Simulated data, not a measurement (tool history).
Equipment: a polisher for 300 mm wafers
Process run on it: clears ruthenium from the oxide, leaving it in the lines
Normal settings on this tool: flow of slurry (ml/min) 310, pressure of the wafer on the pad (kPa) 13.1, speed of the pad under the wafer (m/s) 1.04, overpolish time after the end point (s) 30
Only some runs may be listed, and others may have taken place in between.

run   hour  flow of slurry (ml/min)  pressure of the wafer on the pad (kPa)  speed of the pad under the wafer (m/s)  overpolish time after the end point (s)  incoming thickness of the incoming film, nm  time until the end point was called (s)
  1    0.0                      310                                    13.1                                    1.04                                       44                                        140.8                                    136.1
  2   16.3                      310                                    13.1                                    1.04                                       44                                        139.9                                    134.2
  3   29.7                      310                                    13.1                                    1.04                                       44                                        139.8                                    133.4
      38.7  -- worn pad replaced by a new one
  4   41.4                      310                                    13.1                                    1.04                                       30                                        141.3                                    138.0
  5   56.0                      310                                    13.1                                    1.04                                       30                                        138.2                                    136.0
  6   66.1                      310                                    13.1                                    1.04                                       30                                        139.7                                    135.0
  7   77.0                      310                                    13.1                                    1.04                                       30                                        140.3                                    135.1
  8   93.6                      310                                     9.7                                    1.18                                       30                                        140.9                                    160.2
  9  146.3                      310                                     9.7                                    1.18                                       30                                        141.9                                    161.8
 10  160.2                      385                                    13.1                                    1.04                                       30                                        138.0                                    131.8
     172.7  -- head pressure recalibrated
 11  173.2                      385                                    13.1                                    1.04                                       30                                        141.0                                    134.4
 12  181.6                      385                                    13.1                                    1.04                                       30                                        140.2                                    135.7
 13  210.3                      310                                    13.1                                    1.04                                       30                                        141.0                                    136.4
     213.6  -- slurry nozzle cleaned
 14  217.9                      310                                    13.1                                    1.04                                       30                                        139.4                                    136.2
 15  230.2                      310                                    13.1                                    1.04                                       30                                        142.6                                    137.9
 16  240.9                      255                                    13.1                                    0.88                                       30                                        141.4                                    154.0
     254.1  -- worn pad replaced by a new one
 17  276.5                      310                                    13.1                                    1.04                                       30                                        138.9                                    134.6
 18  286.2                      310                                    11.0                                    1.24                                       30                                        139.0                                    138.9
 19  297.9                      310                                     9.7                                    1.18                                       30                                        139.4                                    156.2
 20  308.0                      310                                    11.7                                    0.76                                       30                                        137.8                                    180.9
 21  317.2                      310                                    13.1                                    0.72                                       45                                        138.8                                    171.1
 22  328.7                      310                                    10.3                                    1.04                                       30                                        141.4                                    168.7
 23  343.0                      230                                    13.1                                    0.68                                       42                                        139.9                                    185.1
 24  357.7                      310                                    11.0                                    1.04                                       40                                        141.9                                    156.7
 25  373.3                      385                                    16.5                                    1.36                                       25                                        139.3                                     90.5
 26  382.8                      310                                    13.1                                    1.04                                       30                                        138.3                                    133.2
 27  401.8                      310                                    11.0                                    1.04                                       40                                        139.4                                    155.4
 28  409.7                      235                                    13.1                                    1.04                                       30                                        141.9                                    137.2
 29  422.0                      310                                    15.2                                    1.20                                       22                                        138.7                                    107.2

What if the next run were any one of these 5? Each begins from the tool's condition after run 29:
  A  422.5                      310                                    13.1                                    1.04                                       30                                        141.1                                        ?
  B  422.5                      210                                    13.1                                    1.04                                       30                                        141.1                                        ?
  C  422.5                      380                                    17.2                                    0.72                                       19                                        141.1                                        ?
  D  422.5                      310                                    15.9                                    0.68                                       21                                        141.1                                        ?
  E  422.5                      340                                    14.5                                    0.76                                       25                                        141.1                                        ?

run  time until the end point was called (s)
  A                                    135.6
  B                                    139.5
  C                                    134.8
  D                                    152.0
  E                                    152.6
With the hidden condition removed and each run's random variation left untouched, the same runs would have given:
run  time until the end point was called (s)
  A                                    135.6
  B                                    139.5
  C                                    134.8
  D                                    152.0
  E                                    152.6
